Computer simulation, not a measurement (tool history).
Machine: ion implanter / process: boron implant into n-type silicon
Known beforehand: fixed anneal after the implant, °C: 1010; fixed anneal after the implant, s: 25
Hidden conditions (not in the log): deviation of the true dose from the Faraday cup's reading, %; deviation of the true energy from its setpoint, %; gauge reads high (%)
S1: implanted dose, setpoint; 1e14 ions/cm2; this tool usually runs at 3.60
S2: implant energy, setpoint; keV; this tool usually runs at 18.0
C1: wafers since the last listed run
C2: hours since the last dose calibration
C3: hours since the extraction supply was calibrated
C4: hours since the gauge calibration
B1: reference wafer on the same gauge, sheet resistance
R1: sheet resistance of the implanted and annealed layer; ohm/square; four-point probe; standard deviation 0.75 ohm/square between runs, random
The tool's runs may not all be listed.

run 1 hour=0.0 | S1=3.60 S2=18.0 | C1=0 C2=1527.3 C3=6945.2 C4=79.6 | B1=298.93 | R1=278.19
run 2 hour=33.5 | S1=3.60 S2=18.0 | C1=640 C2=1560.8 C3=6978.7 C4=113.1 | B1=298.79 | R1=276.76
run 3 hour=60.8 | S1=4.02 S2=18.0 | C1=522 C2=1588.1 C3=7006.0 C4=140.4 | B1=298.95 | R1=253.67
run 4 hour=127.4 | S1=4.02 S2=18.0 | C1=1273 C2=1654.7 C3=7072.6 C4=207.0 | B1=299.20 | R1=256.83
run 5 hour=171.4 | S1=4.02 S2=18.0 | C1=841 C2=1698.7 C3=7116.6 C4=251.0 | B1=298.90 | R1=254.37
run 6 hour=201.9 | S1=3.60 S2=18.0 | C1=583 C2=1729.2 C3=7147.1 C4=281.5 | B1=299.06 | R1=278.80
-- hour=226.8 Faraday cup replaced and dose calibrated
run 7 hour=231.6 | S1=3.60 S2=18.0 | C1=415 C2=4.8 C3=7176.8 C4=311.2 | B1=299.13 | R1=274.75
run 8 hour=287.9 | S1=3.60 S2=22.0 | C1=1076 C2=61.1 C3=7233.1 C4=367.5 | B1=298.90 | R1=269.94
-- hour=307.0 gauge calibrated
run 9 hour=328.6 | S1=3.60 S2=18.0 | C1=778 C2=101.8 C3=7273.8 C4=21.6 | B1=298.90 | R1=276.97
-- hour=364.9 extraction supply calibrated
run 10 hour=365.4 | S1=2.82 S2=22.0 | C1=550 C2=138.6 C3=0.5 C4=58.4 | B1=299.09 | R1=326.97
run 11 hour=411.5 | S1=2.73 S2=23.5 | C1=881 C2=184.7 C3=46.6 C4=104.5 | B1=298.81 | R1=334.91
run 12 hour=438.4 | S1=3.19 S2=15.0 | C1=514 C2=211.6 C3=73.5 C4=131.4 | B1=298.94 | R1=310.23
run 13 hour=473.0 | S1=3.60 S2=18.0 | C1=661 C2=246.2 C3=108.1 C4=166.0 | B1=299.16 | R1=274.44
run 14 hour=513.3 | S1=3.20 S2=23.0 | C1=770 C2=286.5 C3=148.4 C4=206.3 | B1=298.99 | R1=294.95
run 15 hour=542.2 | S1=3.60 S2=15.0 | C1=552 C2=315.4 C3=177.3 C4=235.2 | B1=298.78 | R1=280.78
run 16 hour=567.1 | S1=3.12 S2=20.0 | C1=476 C2=340.3 C3=202.2 C4=260.1 | B1=298.81 | R1=306.83
run 17 hour=591.7 | S1=3.60 S2=16.0 | C1=470 C2=364.9 C3=226.8 C4=284.7 | B1=298.93 | R1=279.18
run 18 hour=649.0 | S1=3.60 S2=20.5 | C1=1095 C2=422.2 C3=284.1 C4=342.0 | B1=298.93 | R1=272.96
run 19 hour=679.8 | S1=3.60 S2=18.0 | C1=589 C2=453.0 C3=314.9 C4=372.8 | B1=298.93 | R1=277.02

3 options for the next run, each taken on its own from the tool as it stands now. Forecast them:
run A hour=680.2 | S1=3.60 S2=18.0 | C1=7 C2=453.4 C3=315.3 C4=373.2 | B1=? | R1=?
run B hour=680.2 | S1=4.50 S2=20.5 | C1=7 C2=453.4 C3=315.3 C4=373.2 | B1=? | R1=?
run C hour=680.2 | S1=4.07 S2=15.5 | C1=7 C2=453.4 C3=315.3 C4=373.2 | B1=? | R1=?

run=A B1=299.07 R1=274.91
run=B B1=299.07 R1=226.75
run=C B1=299.07 R1=252.76
Without the tool's hidden state the same runs would have given:
run=A R1=271.89
run=B R1=224.24
run=C R1=249.96

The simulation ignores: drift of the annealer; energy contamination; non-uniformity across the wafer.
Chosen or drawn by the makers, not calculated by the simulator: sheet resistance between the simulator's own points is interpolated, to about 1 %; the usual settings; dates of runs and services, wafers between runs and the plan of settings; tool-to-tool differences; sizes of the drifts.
